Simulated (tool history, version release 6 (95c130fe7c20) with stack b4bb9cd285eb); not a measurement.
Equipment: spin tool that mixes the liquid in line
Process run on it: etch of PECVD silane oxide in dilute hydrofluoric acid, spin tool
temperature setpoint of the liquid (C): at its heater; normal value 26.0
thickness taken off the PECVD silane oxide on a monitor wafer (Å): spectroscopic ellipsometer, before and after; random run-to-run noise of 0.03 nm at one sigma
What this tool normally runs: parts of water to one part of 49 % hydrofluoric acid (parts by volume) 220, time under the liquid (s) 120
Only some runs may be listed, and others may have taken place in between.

run,hour,temperature setpoint of the liquid (C),parts of water to one part of 49 % hydrofluoric acid (parts by volume),time under the liquid (s),"read-back film thickness of the PECVD silane oxide reference wafer, read on the same gauge (nm)",thickness taken off the PECVD silane oxide on a monitor wafer (Å)
1,0.0,26.0,220,120,140.03,65.4
2,91.8,26.0,220,165,139.99,89.0
3,136.0,26.0,220,120,139.96,65.2
4,242.2,26.0,220,120,139.94,64.8
5,329.9,26.0,220,120,139.95,64.6
6,403.0,26.0,220,120,139.95,64.9
# hour 635.1: thermometer replaced
7,666.8,22.5,285,120,139.99,40.5
# hour 683.2: hydrofluoric acid flow meter replaced
8,720.7,22.5,285,120,140.03,40.4
9,791.2,26.0,220,120,140.03,63.8
10,829.2,26.0,255,75,139.96,32.9
11,925.6,26.0,250,160,139.95,72.0
# hour 946.1: gauge calibrated
# hour 952.3: thermometer replaced, repeated, since the last time left the tool worse
12,1003.8,26.0,185,120,139.93,81.1
13,1098.9,28.5,265,140,140.01,66.9
14,1164.5,26.0,220,170,139.97,93.5
15,1233.1,22.0,220,150,139.98,71.1

Forecast run 16:
16,1294.8,26.0,220,120,?,?

Run 16 gave read-back film thickness of the PECVD silane oxide reference wafer, read on the same gauge (nm) 140.04, thickness taken off the PECVD silane oxide on a monitor wafer (Å) 65.4.
With the hidden condition absent and the run-to-run variation left alone, this run would have shown thickness taken off the PECVD silane oxide on a monitor wafer (Å) 66.0.

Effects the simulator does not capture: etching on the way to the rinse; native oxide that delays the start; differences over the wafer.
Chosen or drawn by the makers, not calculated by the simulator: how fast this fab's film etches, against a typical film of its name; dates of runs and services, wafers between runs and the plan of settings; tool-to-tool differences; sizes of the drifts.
